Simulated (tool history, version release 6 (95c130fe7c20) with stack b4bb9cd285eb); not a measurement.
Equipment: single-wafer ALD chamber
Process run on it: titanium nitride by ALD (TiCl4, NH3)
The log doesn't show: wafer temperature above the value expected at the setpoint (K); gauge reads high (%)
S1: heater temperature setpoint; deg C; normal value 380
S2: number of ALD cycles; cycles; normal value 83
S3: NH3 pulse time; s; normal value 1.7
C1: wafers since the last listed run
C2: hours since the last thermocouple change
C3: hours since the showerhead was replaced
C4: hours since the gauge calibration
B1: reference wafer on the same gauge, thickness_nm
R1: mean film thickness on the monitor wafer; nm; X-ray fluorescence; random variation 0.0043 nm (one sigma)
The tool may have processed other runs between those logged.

| run | hour | S1 | S2 | S3 | C1 | C2 | C3 | C4 | B1 | R1 |
|---|---|---|---|---|---|---|---|---|---|---|
| 1 | 0 | 389 | 83 | 1.24 | 0 | 898.5 | 3273.1 | 215.5 | 1.699 | 1.695 |
| 2 | 6.9 | 380 | 83 | 2.06 | 25 | 905.4 | 3280 | 222.4 | 1.701 | 1.752 |
|  | 12.6 | gauge calibrated |
| 3 | 13 | 380 | 83 | 2.06 | 22 | 911.5 | 3286.1 | 0.4 | 1.7 | 1.765 |
| 4 | 20.8 | 380 | 83 | 2.06 | 28 | 919.3 | 3293.9 | 8.2 | 1.7 | 1.762 |
| 5 | 36 | 380 | 83 | 1.7 | 55 | 934.5 | 3309.1 | 23.4 | 1.7 | 1.732 |
| 6 | 45 | 380 | 83 | 1.7 | 32 | 943.5 | 3318.1 | 32.4 | 1.701 | 1.735 |
| 7 | 57.5 | 380 | 83 | 1.26 | 45 | 956 | 3330.6 | 44.9 | 1.702 | 1.671 |
| 8 | 73.2 | 380 | 83 | 1.26 | 57 | 971.7 | 3346.3 | 60.6 | 1.701 | 1.672 |
| 9 | 82.3 | 380 | 83 | 1.26 | 33 | 980.8 | 3355.4 | 69.7 | 1.699 | 1.681 |
| 10 | 93.5 | 380 | 83 | 1.7 | 40 | 992 | 3366.6 | 80.9 | 1.701 | 1.731 |
| 11 | 117.2 | 380 | 83 | 1.7 | 86 | 1015.7 | 3390.3 | 104.6 | 1.702 | 1.732 |
| 12 | 130.1 | 380 | 83 | 1.7 | 47 | 1028.6 | 3403.2 | 117.5 | 1.701 | 1.731 |
|  | 142.3 | thermocouple changed; heater temperature recalibrated |
| 13 | 145.6 | 380 | 83 | 1.7 | 27 | 3.3 | 3418.7 | 133 | 1.698 | 1.731 |
| 14 | 158.3 | 391 | 83 | 1.7 | 46 | 16 | 3431.4 | 145.7 | 1.699 | 1.748 |
| 15 | 168.4 | 380 | 83 | 1.7 | 36 | 26.1 | 3441.5 | 155.8 | 1.7 | 1.73 |
| 16 | 182.6 | 380 | 83 | 1.7 | 51 | 40.3 | 3455.7 | 170 | 1.703 | 1.728 |
| 17 | 190 | 380 | 83 | 1.99 | 26 | 47.7 | 3463.1 | 177.4 | 1.701 | 1.758 |
| 18 | 199.9 | 380 | 83 | 1.99 | 36 | 57.6 | 3473 | 187.3 | 1.7 | 1.749 |
| 19 | 207.7 | 380 | 70 | 2.11 | 28 | 65.4 | 3480.8 | 195.1 | 1.701 | 1.491 |
| 20 | 222.8 | 367 | 69 | 1.38 | 55 | 80.5 | 3495.9 | 210.2 | 1.7 | 1.379 |
|  | 237.9 | showerhead replaced |
| 21 | 238.4 | 386 | 71 | 1.29 | 27 | 96.1 | 0.5 | 225.8 | 1.699 | 1.449 |
| 22 | 250.5 | 391 | 77 | 1.7 | 44 | 108.2 | 12.6 | 237.9 | 1.701 | 1.619 |
| 23 | 263.5 | 393 | 99 | 1.89 | 47 | 121.2 | 25.6 | 250.9 | 1.702 | 2.097 |
| 24 | 269.6 | 380 | 83 | 1.7 | 22 | 127.3 | 31.7 | 257 | 1.698 | 1.728 |
|  | 273.3 | gauge calibrated |
| 25 | 278.5 | 386 | 78 | 2.33 | 32 | 136.2 | 40.6 | 5.2 | 1.702 | 1.671 |
| 26 | 293.1 | 380 | 83 | 1.7 | 53 | 150.8 | 55.2 | 19.8 | 1.701 | 1.737 |
| 27 | 307.3 | 380 | 83 | 2.03 | 51 | 165 | 69.4 | 34 | 1.7 | 1.757 |
| 28 | 316.8 | 380 | 83 | 1.7 | 34 | 174.5 | 78.9 | 43.5 | 1.699 | 1.733 |
| 29 | 328.5 | 380 | 83 | 1.7 | 42 | 186.2 | 90.6 | 55.2 | 1.697 | 1.733 |
| 30 | 345.2 | 391 | 95 | 2.11 | 60 | 202.9 | 107.3 | 71.9 | 1.701 | 2.032 |
| 31 | 361.9 | 372 | 83 | 1.7 | 60 | 219.6 | 124 | 88.6 | 1.701 | 1.712 |
| 32 | 373.3 | 385 | 99 | 1.07 | 41 | 231 | 135.4 | 100 | 1.701 | 1.955 |
| 33 | 389.2 | 380 | 83 | 1.7 | 57 | 246.9 | 151.3 | 115.9 | 1.701 | 1.735 |
| 34 | 395.6 | 380 | 88 | 1.7 | 23 | 253.3 | 157.7 | 122.3 | 1.7 | 1.832 |
| 35 | 406 | 372 | 87 | 1.27 | 37 | 263.7 | 168.1 | 132.7 | 1.701 | 1.732 |
| 36 | 417.1 | 380 | 68 | 2.17 | 40 | 274.8 | 179.2 | 143.8 | 1.7 | 1.445 |
| 37 | 429 | 374 | 88 | 2.14 | 43 | 286.7 | 191.1 | 155.7 | 1.698 | 1.86 |

The tool's hidden state at each run:
wafer temperature above the value expected at the setpoint (K): 0 on each run
gauge reads high (%): 0 on each run
